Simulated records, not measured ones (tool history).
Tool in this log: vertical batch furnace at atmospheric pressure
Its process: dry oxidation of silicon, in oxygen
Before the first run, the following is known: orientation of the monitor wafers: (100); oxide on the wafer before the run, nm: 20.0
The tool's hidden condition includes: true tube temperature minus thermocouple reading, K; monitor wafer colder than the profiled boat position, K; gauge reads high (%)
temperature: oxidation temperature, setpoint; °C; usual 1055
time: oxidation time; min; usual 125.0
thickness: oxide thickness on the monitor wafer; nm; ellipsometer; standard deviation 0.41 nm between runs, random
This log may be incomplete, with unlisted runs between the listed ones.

run    hour  temperature   time  wafers since the last listed run  hours since the last temperature calibration  hours since the boat lift was adjusted  hours since the gauge calibration  read-back reference wafer on the same gauge, thickness  thickness
  1     0.0         1055  125.0                                 0                                        3063.4                                  3298.3                             1762.6                                                  134.05     116.68
  2    89.9         1055  125.0                               866                                        3153.3                                  3388.2                             1852.5                                                  134.03     116.37
  3   180.7         1055  125.0                               875                                        3244.1                                  3479.0                             1943.3                                                  133.99     116.73
  4   279.0         1055  125.0                               947                                        3342.4                                  3577.3                             2041.6                                                  134.14     116.18
  5   316.9         1055  125.0                               365                                        3380.3                                  3615.2                             2079.5                                                  134.07     117.27
  6   419.8         1055  125.0                               992                                        3483.2                                  3718.1                             2182.4                                                  134.22     116.72
  7   474.7         1055  125.0                               529                                        3538.1                                  3773.0                             2237.3                                                  134.05     116.97
  8   566.3         1067  125.0                               883                                        3629.7                                  3864.6                             2328.9                                                  133.92     127.67
  9   663.6         1067  125.0                               938                                        3727.0                                  3961.9                             2426.2                                                  133.96     127.45
      756.7  -- boat lift adjusted
 10   763.4         1055  125.0                               730                                        3826.8                                     6.7                             2526.0                                                  134.09     114.37
 11   828.7         1055  125.0                               629                                        3892.1                                    72.0                             2591.3                                                  134.11     113.79
 12   868.4         1055  125.0                               382                                        3931.8                                   111.7                             2631.0                                                  133.98     114.46
 13   944.7         1055  125.0                               735                                        4008.1                                   188.0                             2707.3                                                  133.97     114.08
 14  1016.5         1066  174.5                               692                                        4079.9                                   259.8                             2779.1                                                  134.06     151.69
 15  1107.2         1066  174.5                               874                                        4170.6                                   350.5                             2869.8                                                  134.10     152.01
 16  1155.8         1066  174.5                               468                                        4219.2                                   399.1                             2918.4                                                  134.00     151.99
     1161.4  -- gauge calibrated
 17  1212.6         1071   75.5                               547                                        4276.0                                   455.9                               51.2                                                  134.10      93.66
     1294.5  -- boat lift adjusted, repeated, since the last time left the tool worse
 18  1319.1         1032  177.5                               795                                        4382.5                                    24.6                              157.7                                                  133.93     123.84
 19  1371.5         1036   97.0                               505                                        4434.9                                    77.0                              210.1                                                  134.09      87.75
 20  1413.7         1039  167.0                               406                                        4477.1                                   119.2                              252.3                                                  134.21     126.11
 21  1515.8         1031   98.5                               984                                        4579.2                                   221.3                              354.4                                                  134.03      85.57
     1582.8  -- thermocouples replaced and temperature profile calibrated
 22  1583.3         1073  181.5                               419                                           0.5                                   288.8                              421.9                                                  133.98     169.37
 23  1638.3         1039  176.0                               530                                          55.5                                   343.8                              476.9                                                  134.09     130.03
 24  1701.7         1048  125.0                               611                                         118.9                                   407.2                              540.3                                                  133.92     112.75

Run 25 is up next; what results do you expect?
 25  1809.0         1055  98.0                              1034                                         226.2                                   514.5                              647.6                                                       ?          ?

{"run 25": {"read-back reference wafer on the same gauge, thickness": 134.12, "thickness": 102.24}}
With the hidden condition absent and the run-to-run variation left alone, this run would have shown thickness 102.41 nm.

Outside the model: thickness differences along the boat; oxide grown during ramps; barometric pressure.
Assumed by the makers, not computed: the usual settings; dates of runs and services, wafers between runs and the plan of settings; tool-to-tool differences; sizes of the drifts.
